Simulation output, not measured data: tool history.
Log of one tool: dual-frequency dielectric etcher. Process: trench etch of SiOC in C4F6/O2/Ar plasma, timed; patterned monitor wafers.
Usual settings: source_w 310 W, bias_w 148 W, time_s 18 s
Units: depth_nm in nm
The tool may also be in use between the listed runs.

run	hour	source_w	bias_w	time_s	read-back reference wafer on the same gauge, depth_nm	depth_nm
1	0	310	148	22	38.73	40.38
# hour 23.3: source power generator calibrated
2	46.7	350	126	18	38.68	31.97
3	153.9	310	139	15.5	38.69	28.24
4	219.3	310	148	14	38.64	26.09
5	265	310	148	14	38.69	26.13
# hour 310.7: wet clean of the chamber
6	361.5	310	148	18	38.74	33.86
# hour 427.9: upper electrode replaced, of another model than before
7	428.4	310	148	18	38.68	33.52
8	511.1	290	148	13	38.77	24.27
9	639.2	310	161	20	38.68	38.63
10	702.5	250	138	18	38.73	32.16
11	809.9	390	118	18	38.75	32.27
# hour 841.3: wet clean of the chamber
12	869.6	310	148	18	38.71	33.61
13	952.9	310	123	18	38.68	31.76
14	1023.6	340	148	18	38.77	33.82
15	1089	310	148	18	38.76	33.72
16	1127.1	310	183	18	38.7	36.01
# hour 1140.3: gauge calibrated
17	1185.5	310	157	14	38.65	26.47
18	1236.4	340	184	22	38.67	44.4
# hour 1275: bias power generator calibrated
19	1299.5	260	148	14.5	38.66	26.56
20	1371.9	310	148	18	38.7	33.62
21	1439.6	270	148	23	38.67	42.18
# hour 1488.3: wet clean of the chamber
22	1488.8	340	115	15	38.72	26.23
23	1589.1	310	138	22	38.63	39.92
24	1687.6	260	183	22	38.67	42.81
25	1755.3	310	148	18	38.73	33.56
26	1844.8	310	173	22	38.68	43.02
27	1926.7	240	165	16.5	38.68	30.89
28	2016	240	132	19.5	38.7	34.24

5 ways to go on from here, each from the tool as it stands after run 28. What would each give?
A	2016.4	310	148	18	?	?
B	2016.4	360	123	22	?	?
C	2016.4	350	114	15.5	?	?
D	2016.4	310	121	14	?	?
E	2016.4	270	171	22.5	?	?

run	read-back reference wafer on the same gauge, depth_nm	depth_nm
A	38.73	33.63
B	38.73	39.71
C	38.73	27.24
D	38.73	24.6
E	38.73	43.21
Without the tool's hidden state the same runs would have given:
run	depth_nm
A	33.76
B	39.86
C	27.35
D	24.7
E	43.38
